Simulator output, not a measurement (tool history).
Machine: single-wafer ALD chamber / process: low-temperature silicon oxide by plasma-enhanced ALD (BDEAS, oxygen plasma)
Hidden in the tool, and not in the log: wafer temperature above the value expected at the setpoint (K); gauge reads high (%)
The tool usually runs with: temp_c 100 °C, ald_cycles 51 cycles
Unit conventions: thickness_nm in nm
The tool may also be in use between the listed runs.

| run | day | temp_c | ald_cycles | wafers since the last listed run | hours since the last thermocouple change | hours since the gauge calibration | read-back reference wafer on the same gauge, thickness_nm | thickness_nm |
|---|---|---|---|---|---|---|---|---|
| 1 | 0 | 100 | 51 | 0 | 1106.8 | 347.9 | 7.927 | 7.247 |
| 2 | 0.679 | 100 | 51 | 59 | 1123.1 | 364.2 | 7.931 | 7.221 |
| 3 | 1.346 | 109 | 55 | 58 | 1139.1 | 380.2 | 7.941 | 7.663 |
| 4 | 1.717 | 109 | 55 | 32 | 1148 | 389.1 | 7.933 | 7.704 |
| 5 | 2.342 | 90 | 51 | 55 | 1163 | 404.1 | 7.949 | 7.474 |
| 6 | 4.258 | 90 | 51 | 169 | 1209 | 450.1 | 7.966 | 7.504 |
| 7 | 4.871 | 100 | 51 | 54 | 1223.7 | 464.8 | 7.971 | 7.259 |
| 8 | 5.462 | 100 | 51 | 52 | 1237.9 | 479 | 7.975 | 7.273 |
| 9 | 5.967 | 100 | 51 | 44 | 1250 | 491.1 | 7.982 | 7.24 |
| 10 | 6.479 | 100 | 51 | 45 | 1262.3 | 503.4 | 7.984 | 7.285 |
| 11 | 7.121 | 100 | 51 | 56 | 1277.7 | 518.8 | 7.991 | 7.286 |
| 12 | 9.079 | 105 | 51 | 172 | 1324.7 | 565.8 | 8.015 | 7.23 |
|  | 9.283 | gauge calibrated |
| 13 | 9.617 | 95 | 57 | 47 | 1337.6 | 8 | 7.91 | 8.202 |
| 14 | 10.333 | 95 | 57 | 63 | 1354.8 | 25.2 | 7.908 | 8.216 |
| 15 | 10.825 | 95 | 57 | 43 | 1366.6 | 37 | 7.909 | 8.178 |
| 16 | 11.292 | 96 | 46 | 41 | 1377.8 | 48.2 | 7.914 | 6.573 |
| 17 | 11.721 | 100 | 51 | 37 | 1388.1 | 58.5 | 7.906 | 7.238 |
|  | 12.071 | thermocouple changed; heater temperature recalibrated |
| 18 | 12.2 | 111 | 43 | 12 | 3.1 | 70 | 7.907 | 5.99 |
| 19 | 12.746 | 87 | 46 | 48 | 16.2 | 83.1 | 7.907 | 6.807 |
| 20 | 13.421 | 108 | 51 | 59 | 32.4 | 99.3 | 7.911 | 7.085 |
| 21 | 14.038 | 90 | 57 | 54 | 47.2 | 114.1 | 7.913 | 8.348 |
| 22 | 14.542 | 100 | 51 | 44 | 59.3 | 126.2 | 7.912 | 7.2 |
| 23 | 15.158 | 113 | 55 | 54 | 74.1 | 141 | 7.914 | 7.574 |
| 24 | 15.825 | 100 | 51 | 58 | 90.1 | 157 | 7.918 | 7.236 |
| 25 | 16.362 | 88 | 55 | 47 | 103 | 169.9 | 7.924 | 8.133 |
| 26 | 16.817 | 111 | 44 | 40 | 113.9 | 180.8 | 7.923 | 6.12 |
| 27 | 17.121 | 100 | 51 | 26 | 121.2 | 188.1 | 7.925 | 7.204 |
| 28 | 17.425 | 85 | 51 | 26 | 128.5 | 195.4 | 7.922 | 7.648 |
| 29 | 17.679 | 96 | 57 | 22 | 134.6 | 201.5 | 7.927 | 8.181 |
| 30 | 18.033 | 100 | 51 | 31 | 143.1 | 210 | 7.924 | 7.198 |
| 31 | 18.533 | 100 | 51 | 44 | 155.1 | 222 | 7.93 | 7.242 |
| 32 | 19.112 | 111 | 51 | 51 | 169 | 235.9 | 7.932 | 7.099 |

For each run, the measured value with the value that run would have given without the tool's hidden condition subtracted. The run-to-run variation is shared by both, the gauge scatter possibly not:
| run | thickness_nm |
|---|---|
| 1 | +0.043 |
| 2 | +0.048 |
| 3 | +0.056 |
| 4 | +0.058 |
| 5 | +0.062 |
| 6 | +0.078 |
| 7 | +0.081 |
| 8 | +0.087 |
| 9 | +0.091 |
| 10 | +0.096 |
| 11 | +0.103 |
| 12 | +0.122 |
| 13 | +0.027 |
| 14 | +0.027 |
| 15 | +0.028 |
| 16 | +0.023 |
| 17 | +0.026 |
| 18 | +0.022 |
| 19 | +0.026 |
| 20 | +0.027 |
| 21 | +0.034 |
| 22 | +0.03 |
| 23 | +0.034 |
| 24 | +0.034 |
| 25 | +0.039 |
| 26 | +0.031 |
| 27 | +0.038 |
| 28 | +0.042 |
| 29 | +0.045 |
| 30 | +0.041 |
| 31 | +0.044 |
| 32 | +0.045 |
